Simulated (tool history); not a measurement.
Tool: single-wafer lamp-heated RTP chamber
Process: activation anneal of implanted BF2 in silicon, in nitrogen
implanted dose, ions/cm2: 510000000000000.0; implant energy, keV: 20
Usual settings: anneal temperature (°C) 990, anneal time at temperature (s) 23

| run | hour | anneal temperature (°C) | anneal time at temperature (s) | read-back reference wafer on the same gauge, sheet resistance | sheet resistance of the implanted and annealed layer (ohm/square) |
|---|---|---|---|---|---|
| 1 | 0.0 | 990 | 23 | 266.85 | 266.89 |
| 2 | 18.6 | 990 | 23 | 266.94 | 267.21 |
| 3 | 46.2 | 990 | 20 | 267.16 | 269.31 |
| 4 | 71.4 | 990 | 20 | 267.20 | 267.32 |
| 5 | 87.0 | 990 | 23 | 266.94 | 265.10 |
| 6 | 117.3 | 990 | 23 | 266.92 | 268.57 |
| 7 | 146.5 | 990 | 23 | 266.78 | 267.53 |
| 8 | 176.8 | 990 | 14 | 267.07 | 272.02 |
| 9 | 208.0 | 990 | 14 | 266.94 | 274.52 |
|  | 227.8 | gauge calibrated |
| 10 | 230.1 | 990 | 14 | 267.03 | 273.03 |
| 11 | 245.1 | 990 | 23 | 267.04 | 266.57 |
|  | 281.1 | pyrometer window cleaned and pyrometer calibrated |
| 12 | 281.6 | 990 | 23 | 267.34 | 267.23 |
| 13 | 306.3 | 990 | 23 | 267.06 | 265.53 |
| 14 | 341.9 | 990 | 23 | 266.78 | 265.24 |
| 15 | 377.5 | 990 | 23 | 267.13 | 266.39 |
| 16 | 403.3 | 1018 | 31 | 267.02 | 251.43 |
| 17 | 484.7 | 990 | 35 | 266.93 | 258.66 |
| 18 | 500.9 | 990 | 23 | 266.93 | 262.89 |
| 19 | 521.3 | 961 | 13 | 267.00 | 301.34 |
| 20 | 537.5 | 990 | 23 | 267.24 | 264.87 |
| 21 | 554.7 | 1005 | 19 | 267.02 | 259.10 |
| 22 | 574.1 | 972 | 23 | 266.93 | 274.71 |
|  | 594.2 | reflector plate cleaned |
| 23 | 594.7 | 1004 | 13 | 267.30 | 266.04 |
| 24 | 612.4 | 990 | 23 | 267.04 | 269.30 |
| 25 | 630.8 | 1013 | 18 | 266.88 | 258.04 |
|  | 649.5 | pyrometer window cleaned and pyrometer calibrated |
| 26 | 653.3 | 971 | 16 | 267.08 | 290.06 |
| 27 | 681.9 | 977 | 13 | 267.11 | 287.13 |
| 28 | 702.2 | 976 | 30 | 266.93 | 274.29 |
| 29 | 735.3 | 1011 | 15 | 267.11 | 260.58 |
| 30 | 753.1 | 990 | 23 | 267.07 | 268.51 |
| 31 | 768.4 | 999 | 28 | 267.01 | 259.09 |
| 32 | 784.5 | 966 | 17 | 266.96 | 296.52 |
| 33 | 809.3 | 990 | 23 | 267.32 | 268.38 |
| 34 | 821.6 | 990 | 23 | 266.88 | 269.27 |
| 35 | 840.0 | 990 | 11 | 266.86 | 276.57 |
| 36 | 866.9 | 1002 | 23 | 266.85 | 262.32 |
| 37 | 880.8 | 1002 | 17 | 266.98 | 265.74 |
| 38 | 897.5 | 980 | 31 | 267.26 | 271.58 |

Measured less the same run without the tool's hidden state. The same run-to-run variation is in both; the gauge's scatter may not be:
The hidden state here: true wafer temperature minus pyrometer reading, K; wafer temperature error from the tarnished reflector plate, K; gauge reads high (%).
| run | sheet resistance of the implanted and annealed layer (ohm/square) |
|---|---|
| 1 | -1.11 |
| 2 | -1.22 |
| 3 | -1.44 |
| 4 | -1.58 |
| 5 | -1.61 |
| 6 | -1.85 |
| 7 | -2.04 |
| 8 | -2.59 |
| 9 | -2.90 |
| 10 | -3.09 |
| 11 | -2.82 |
| 12 | -3.15 |
| 13 | -3.35 |
| 14 | -3.69 |
| 15 | -4.05 |
| 16 | -2.67 |
| 17 | -4.71 |
| 18 | -5.29 |
| 19 | -13.87 |
| 20 | -5.73 |
| 21 | -4.11 |
| 22 | -10.30 |
| 23 | -0.80 |
| 24 | -1.12 |
| 25 | -0.65 |
| 26 | -2.18 |
| 27 | -2.06 |
| 28 | -1.61 |
| 29 | -0.76 |
| 30 | -1.32 |
| 31 | -1.02 |
| 32 | -2.94 |
| 33 | -1.48 |
| 34 | -1.53 |
| 35 | -1.94 |
| 36 | -1.22 |
| 37 | -1.30 |
| 38 | -2.17 |

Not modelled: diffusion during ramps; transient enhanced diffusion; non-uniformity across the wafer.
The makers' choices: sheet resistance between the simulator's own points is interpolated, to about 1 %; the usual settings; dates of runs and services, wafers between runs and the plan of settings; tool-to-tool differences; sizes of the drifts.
